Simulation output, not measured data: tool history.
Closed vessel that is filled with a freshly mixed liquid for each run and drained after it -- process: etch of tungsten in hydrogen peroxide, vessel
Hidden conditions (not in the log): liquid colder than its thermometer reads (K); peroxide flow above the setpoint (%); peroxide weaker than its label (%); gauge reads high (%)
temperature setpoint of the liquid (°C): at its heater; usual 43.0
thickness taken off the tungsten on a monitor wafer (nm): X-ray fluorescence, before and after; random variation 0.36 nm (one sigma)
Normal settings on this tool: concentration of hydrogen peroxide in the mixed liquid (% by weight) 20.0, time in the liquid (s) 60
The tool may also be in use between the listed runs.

| run | hour | temperature setpoint of the liquid (°C) | concentration of hydrogen peroxide in the mixed liquid (% by weight) | time in the liquid (s) | wafers since the last listed run | hours since the thermometer was replaced | hours since the peroxide flow meter was replaced | hours since the drum of peroxide was connected | hours since the gauge calibration | read-back film thickness of the tungsten reference wafer, read on the same gauge (nm) | thickness taken off the tungsten on a monitor wafer (nm) |
|---|---|---|---|---|---|---|---|---|---|---|---|
| 1 | 0.0 | 43.0 | 20.0 | 90 | 0 | 1003.5 | 1871.2 | 720.5 | 243.2 | 90.00 | 170.00 |
| 2 | 17.8 | 43.0 | 20.0 | 90 | 2613 | 1021.3 | 1889.0 | 738.3 | 261.0 | 90.00 | 169.01 |
| 3 | 47.2 | 43.0 | 20.0 | 90 | 4316 | 1050.7 | 1918.4 | 767.7 | 290.4 | 90.00 | 169.51 |
| 4 | 66.7 | 43.0 | 20.0 | 60 | 2862 | 1070.2 | 1937.9 | 787.2 | 309.9 | 90.00 | 112.61 |
| 5 | 90.3 | 49.5 | 20.0 | 60 | 3464 | 1093.8 | 1961.5 | 810.8 | 333.5 | 90.01 | 169.72 |
| 6 | 119.9 | 49.5 | 20.0 | 60 | 4345 | 1123.4 | 1991.1 | 840.4 | 363.1 | 89.98 | 169.47 |
| 7 | 148.7 | 43.0 | 20.0 | 60 | 4227 | 1152.2 | 2019.9 | 869.2 | 391.9 | 90.01 | 111.87 |
| 8 | 164.1 | 36.0 | 22.0 | 60 | 2260 | 1167.6 | 2035.3 | 884.6 | 407.3 | 90.01 | 74.54 |
| 9 | 194.8 | 36.0 | 22.0 | 60 | 4506 | 1198.3 | 2066.0 | 915.3 | 438.0 | 90.00 | 74.72 |
| 10 | 229.8 | 43.0 | 20.0 | 60 | 5138 | 1233.3 | 2101.0 | 950.3 | 473.0 | 90.00 | 111.83 |
| 11 | 248.2 | 43.0 | 20.0 | 60 | 2701 | 1251.7 | 2119.4 | 968.7 | 491.4 | 90.03 | 112.15 |
| 12 | 269.2 | 43.0 | 20.0 | 60 | 3082 | 1272.7 | 2140.4 | 989.7 | 512.4 | 89.99 | 112.24 |
| 13 | 301.1 | 43.0 | 20.0 | 60 | 4683 | 1304.6 | 2172.3 | 1021.6 | 544.3 | 90.00 | 111.32 |
| 14 | 314.6 | 43.0 | 20.0 | 50 | 1981 | 1318.1 | 2185.8 | 1035.1 | 557.8 | 90.00 | 93.41 |
| 15 | 341.9 | 43.0 | 20.0 | 50 | 4007 | 1345.4 | 2213.1 | 1062.4 | 585.1 | 90.02 | 93.07 |
| 16 | 359.5 | 43.0 | 20.0 | 60 | 2583 | 1363.0 | 2230.7 | 1080.0 | 602.7 | 90.00 | 111.56 |
|  | 372.2 | peroxide flow meter replaced |
| 17 | 388.8 | 43.0 | 25.0 | 60 | 4154 | 1392.3 | 16.6 | 1109.3 | 632.0 | 89.98 | 124.70 |
|  | 390.6 | gauge calibrated |
| 18 | 423.0 | 43.0 | 25.0 | 70 | 5020 | 1426.5 | 50.8 | 1143.5 | 32.4 | 90.01 | 145.03 |
| 19 | 440.2 | 43.0 | 20.0 | 60 | 2525 | 1443.7 | 68.0 | 1160.7 | 49.6 | 90.01 | 111.22 |
| 20 | 469.9 | 43.0 | 21.5 | 60 | 4360 | 1473.4 | 97.7 | 1190.4 | 79.3 | 90.01 | 115.46 |
| 21 | 483.5 | 43.0 | 20.0 | 60 | 1996 | 1487.0 | 111.3 | 1204.0 | 92.9 | 90.01 | 110.98 |
| 22 | 517.8 | 39.0 | 20.0 | 35 | 5035 | 1521.3 | 145.6 | 1238.3 | 127.2 | 90.01 | 50.00 |
|  | 544.6 | thermometer replaced |
| 23 | 553.4 | 43.0 | 20.0 | 70 | 5079 | 8.8 | 181.2 | 1273.9 | 162.8 | 89.98 | 129.92 |
|  | 608.2 | new drum of peroxide connected |
| 24 | 652.5 | 43.0 | 17.0 | 60 | 14401 | 107.9 | 280.3 | 44.3 | 261.9 | 90.00 | 105.86 |
| 25 | 683.7 | 43.0 | 20.0 | 45 | 4580 | 139.1 | 311.5 | 75.5 | 293.1 | 90.00 | 85.78 |
| 26 | 697.6 | 43.0 | 20.0 | 60 | 2040 | 153.0 | 325.4 | 89.4 | 307.0 | 89.99 | 114.64 |
| 27 | 725.0 | 43.0 | 22.0 | 60 | 4022 | 180.4 | 352.8 | 116.8 | 334.4 | 90.00 | 120.66 |
| 28 | 751.7 | 43.0 | 20.0 | 60 | 3919 | 207.1 | 379.5 | 143.5 | 361.1 | 89.99 | 114.83 |
| 29 | 782.8 | 48.5 | 14.5 | 85 | 4565 | 238.2 | 410.6 | 174.6 | 392.2 | 90.01 | 195.81 |
| 30 | 800.2 | 43.0 | 20.0 | 60 | 2554 | 255.6 | 428.0 | 192.0 | 409.6 | 90.00 | 114.95 |
| 31 | 824.1 | 43.0 | 20.0 | 60 | 3508 | 279.5 | 451.9 | 215.9 | 433.5 | 89.99 | 115.09 |

Below are 3 alternative next runs, each starting from the tool's condition after run 31. Predict each:
| A | 824.8 | 43.0 | 20.0 | 60 | 102 | 280.2 | 452.6 | 216.6 | 434.2 | ? | ? |
| B | 824.8 | 51.5 | 20.0 | 30 | 102 | 280.2 | 452.6 | 216.6 | 434.2 | ? | ? |
| C | 824.8 | 36.5 | 22.5 | 30 | 102 | 280.2 | 452.6 | 216.6 | 434.2 | ? | ? |

| run | read-back film thickness of the tungsten reference wafer, read on the same gauge (nm) | thickness taken off the tungsten on a monitor wafer (nm) |
|---|---|---|
| A | 89.99 | 114.73 |
| B | 89.99 | 97.32 |
| C | 89.99 | 39.83 |
Take away the tool's hidden state, keep each run's random variation, and the runs would have read:
| run | thickness taken off the tungsten on a monitor wafer (nm) |
|---|---|
| A | 115.88 |
| B | 98.29 |
| C | 40.23 |

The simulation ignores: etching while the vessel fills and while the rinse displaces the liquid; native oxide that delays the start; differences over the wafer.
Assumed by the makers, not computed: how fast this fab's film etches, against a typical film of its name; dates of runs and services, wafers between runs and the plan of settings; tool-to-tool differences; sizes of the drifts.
